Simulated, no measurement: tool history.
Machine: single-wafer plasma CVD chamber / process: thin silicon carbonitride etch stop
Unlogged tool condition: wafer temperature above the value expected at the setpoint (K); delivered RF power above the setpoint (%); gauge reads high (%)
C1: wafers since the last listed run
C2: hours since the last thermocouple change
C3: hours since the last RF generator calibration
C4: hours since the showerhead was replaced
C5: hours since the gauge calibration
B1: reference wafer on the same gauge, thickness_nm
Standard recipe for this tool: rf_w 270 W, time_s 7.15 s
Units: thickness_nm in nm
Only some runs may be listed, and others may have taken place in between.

Run 1, hour 0.0: usual settings but time_s 8.09 s; C1 0; C2 630.1; C3 1078.2; C4 4088.6; C5 22.8; B1 5.240. Result: thickness_nm 5.847 nm.
Run 2, hour 93.5: usual settings but rf_w 255 W, time_s 6.37 s; C1 2531; C2 723.6; C3 1171.7; C4 4182.1; C5 116.3; B1 5.245. Result: thickness_nm 4.547 nm.
Run 3, hour 160.0: usual settings but rf_w 255 W, time_s 6.37 s; C1 1800; C2 790.1; C3 1238.2; C4 4248.6; C5 182.8; B1 5.233. Result: thickness_nm 4.563 nm.
Run 4, hour 264.2: usual settings but rf_w 255 W, time_s 6.37 s; C1 2821; C2 894.3; C3 1342.4; C4 4352.8; C5 287.0; B1 5.236. Result: thickness_nm 4.555 nm.
Run 5, hour 317.6: usual settings; C1 1445; C2 947.7; C3 1395.8; C4 4406.2; C5 340.4; B1 5.239. Result: thickness_nm 5.145 nm.
At hour 359.2: thermocouple changed; heater temperature recalibrated.
Run 6, hour 365.5: usual settings; C1 1080; C2 6.3; C3 1443.7; C4 4454.1; C5 388.3; B1 5.232. Result: thickness_nm 5.153 nm.
Run 7, hour 459.0: usual settings; C1 2531; C2 99.8; C3 1537.2; C4 4547.6; C5 481.8; B1 5.242. Result: thickness_nm 5.149 nm.
Run 8, hour 554.4: usual settings; C1 2583; C2 195.2; C3 1632.6; C4 4643.0; C5 577.2; B1 5.244. Result: thickness_nm 5.180 nm.
At hour 569.9: showerhead replaced.
Run 9, hour 620.1: usual settings but rf_w 290 W, time_s 6.60 s; C1 1562; C2 260.9; C3 1698.3; C4 50.2; C5 642.9; B1 5.233. Result: thickness_nm 4.817 nm.
At hour 648.0: gauge calibrated.
Run 10, hour 666.0: usual settings but rf_w 285 W, time_s 6.31 s; C1 1242; C2 306.8; C3 1744.2; C4 96.1; C5 18.0; B1 5.239. Result: thickness_nm 4.585 nm.
At hour 711.9: RF generator calibrated.
Run 11, hour 757.7: usual settings but rf_w 290 W, time_s 7.60 s; C1 2266; C2 398.5; C3 45.8; C4 187.8; C5 109.7; B1 5.235. Result: thickness_nm 5.580 nm.
Run 12, hour 847.9: usual settings but rf_w 245 W, time_s 7.73 s; C1 2442; C2 488.7; C3 136.0; C4 278.0; C5 199.9; B1 5.236. Result: thickness_nm 5.502 nm.
Run 13, hour 924.6: usual settings but rf_w 250 W, time_s 8.12 s; C1 2076; C2 565.4; C3 212.7; C4 354.7; C5 276.6; B1 5.239. Result: thickness_nm 5.794 nm.
Run 14, hour 1026.0: usual settings but rf_w 315 W, time_s 5.91 s; C1 2745; C2 666.8; C3 314.1; C4 456.1; C5 378.0; B1 5.241. Result: thickness_nm 4.384 nm.

How the hidden state differs across the entries between the runs, from the last listed run before each to the first after it:
In the gap between runs 5 and 6: thermocouple changed; heater temperature recalibrated (hour 359.2)
  both runs share identical hidden conditions
In the gap between runs 8 and 9: showerhead replaced (hour 569.9)
  both runs share identical hidden conditions
In the gap between runs 9 and 10: gauge calibrated (hour 648.0)
  both runs share identical hidden conditions
In the gap between runs 10 and 11: RF generator calibrated (hour 711.9)
  both runs share identical hidden conditions
